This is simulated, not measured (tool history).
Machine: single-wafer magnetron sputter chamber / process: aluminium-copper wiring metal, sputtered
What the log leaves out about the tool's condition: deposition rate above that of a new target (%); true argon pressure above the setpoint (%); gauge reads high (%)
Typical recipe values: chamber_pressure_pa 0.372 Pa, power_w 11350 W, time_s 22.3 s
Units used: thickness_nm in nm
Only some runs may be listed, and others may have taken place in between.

run,day,chamber_pressure_pa,power_w,time_s,wafers since the last listed run,wafers on the sputter target,hours since the last manometer calibration,hours since the magnet pack was replaced,hours since the gauge calibration,"read-back reference wafer on the same gauge, thickness_nm",thickness_nm
1,0,0.372,11350,25.3,0,4422,1228.2,7156.2,594.1,554.228,566.112
2,1.4,0.372,11350,25.3,977,5399,1261.8,7189.8,627.7,553.903,556.394
3,4.238,0.372,11350,22.3,1980,7380,1329.9,7257.9,695.8,553.906,484.161
4,6.775,0.372,11350,22.3,1770,9151,1390.8,7318.8,756.7,553.458,477.644
# day 8.362: sputter target and shields replaced
5,9.654,0.372,11350,22.3,1776,901,1459.9,7387.9,825.8,553.455,496.343
6,18.358,0.372,11350,22.3,6074,6976,1668.8,7596.8,1034.7,554.726,487.304
7,20.175,0.372,11350,22.3,1267,8244,1712.4,7640.4,1078.3,554.021,481.837
8,22.304,0.372,11350,22.3,1485,9730,1763.5,7691.5,1129.4,553.457,471.137
# day 23.712: sputter target and shields replaced
9,24.617,0.372,11350,22.3,1381,632,1819,7747,1184.9,554.244,498.745
10,26.742,0.372,11350,22.3,1483,2115,1870,7798,1235.9,553.277,499.961
11,33.3,0.372,11350,22.3,4577,6692,2027.4,7955.4,1393.3,553.041,491.43
# day 35.362: magnet pack replaced
12,35.733,0.372,11350,22.3,1465,8157,2085.8,8.9,1451.7,553.725,479.919
# day 37.025: sputter target and shields replaced
13,38.108,0.372,11350,22.3,1424,756,2142.8,65.9,1508.7,554.216,503.823
14,39.146,0.372,13100,22.3,724,1481,2167.7,90.8,1533.6,554.096,583.204
15,40.242,0.372,11350,22.3,764,2245,2194,117.1,1559.9,553.368,505.523
16,43.025,0.372,11350,22.3,1942,4188,2260.8,183.9,1626.7,553.712,494.319
17,45.104,0.372,11350,26.6,1451,5639,2310.7,233.8,1676.6,554.1,595.754
18,47.175,0.372,11350,22.3,1445,7084,2360.4,283.5,1726.3,554.14,487.197
19,49.65,0.372,11350,22.3,1727,8812,2419.8,342.9,1785.7,553.898,482.245
20,50.721,0.294,9700,24.5,747,9559,2445.5,368.6,1811.4,554.505,461.567
21,52.058,0.421,13400,26,933,10492,2477.6,400.7,1843.5,554.347,642.628
# day 52.688: sputter target and shields replaced
# day 53.488: capacitance manometer re-zeroed and calibrated
22,54.329,0.447,8600,21.1,1119,912,20.2,455.2,1898,553.878,352.136
23,56.546,0.372,12200,22.3,1547,2459,73.4,508.4,1951.2,554.662,538.222
# day 56.596: gauge calibrated
24,58.596,0.372,11350,18.5,1430,3889,122.6,557.6,48,554.207,414.32
25,60.429,0.459,11350,22.3,1279,5169,166.6,601.6,92,553.491,478.913
26,62.238,0.291,9800,22.3,1262,6431,210,645,135.4,554.029,432.875
27,63.329,0.49,11350,19.5,761,7193,236.2,671.2,161.6,553.261,412.122
28,66.154,0.372,14100,22.3,1971,9164,304,739,229.4,553.829,597.68
# day 67.688: sputter target and shields replaced
29,67.708,0.372,11350,22.3,852,15,341.3,776.3,266.7,554.048,495.197
30,70.546,0.372,11350,22.3,1980,1995,409.4,844.4,334.8,553.746,492.649
31,75.317,0.476,13950,19.9,3329,5325,523.9,958.9,449.3,553.165,523.629
32,77.171,0.296,10300,22.3,1294,6619,568.4,1003.4,493.8,554.064,450.967
33,78.288,0.372,12400,22.3,779,7398,595.2,1030.2,520.6,553.865,531.005

List, for all runs, the conditions of the tool that the log does not record:
true argon pressure above the setpoint (%): 0 at every run
gauge reads high (%): 0 at every run
H1: deposition rate above that of a new target (%)
run,H1
1,-1.38
2,-1.9
3,-3.28
4,-4.86
5,-0.848
6,-3.44
7,-4.49
8,-5.93
9,-0.604
10,-0.824
11,-3.01
12,-4.4
13,-0.0583
14,-0.146
15,-0.3
16,-0.978
17,-1.75
18,-2.75
19,-4.23
20,-4.98
21,-5.99
22,-0.339
23,-0.66
24,-1.19
25,-1.85
26,-2.67
27,-3.25
28,-5.05
29,-0.896
30,-1.11
31,-2.43
32,-3.27
33,-3.86
